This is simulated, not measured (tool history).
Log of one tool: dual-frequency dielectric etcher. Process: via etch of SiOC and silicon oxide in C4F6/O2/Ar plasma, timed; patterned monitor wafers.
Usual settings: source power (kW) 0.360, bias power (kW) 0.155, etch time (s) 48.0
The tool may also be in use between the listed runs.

run,day,source power (kW),bias power (kW),etch time (s),"read-back reference wafer on the same gauge, depth_nm",mean etch depth across the wafer (angstrom)
1,0.000,0.360,0.155,48.0,53.55,503.0
2,3.888,0.360,0.155,48.0,53.52,498.9
3,5.754,0.360,0.155,48.0,53.61,502.2
4,9.267,0.360,0.155,40.0,53.60,414.7
5,13.162,0.360,0.155,40.0,53.65,419.9
6,16.950,0.360,0.155,40.0,53.59,411.4
7,20.196,0.320,0.155,48.0,53.58,479.2
8,28.471,0.440,0.126,34.5,53.62,341.4
9,30.238,0.360,0.155,48.0,53.51,494.6
10,34.296,0.340,0.141,57.0,53.54,551.6
11,37.733,0.360,0.155,40.0,53.54,418.0
12,40.800,0.430,0.138,57.5,53.60,602.7
13,43.325,0.430,0.155,38.5,53.59,420.8
14,45.438,0.360,0.187,48.0,53.60,552.5
15,47.975,0.360,0.155,48.0,53.57,498.6

Not shown: 7 entries that the log had between the listed runs. Between which runs, and how does the tool's hidden state differ before and after?
Between runs 3 and 4: wet clean of the chamber (day 8.554)
  no hidden state differs between the two runs
Between runs 5 and 6: upper electrode replaced (day 15.992)
  no hidden state differs between the two runs
Between runs 7 and 8: wet clean of the chamber (day 23.392); bias power generator calibrated (day 25.188)
  no hidden state differs between the two runs
Between runs 8 and 9: source power generator calibrated (day 29.767)
  no hidden state differs between the two runs
Between runs 10 and 11: gauge calibrated (day 35.462); wet clean of the chamber (day 36.975)
  no hidden state differs between the two runs
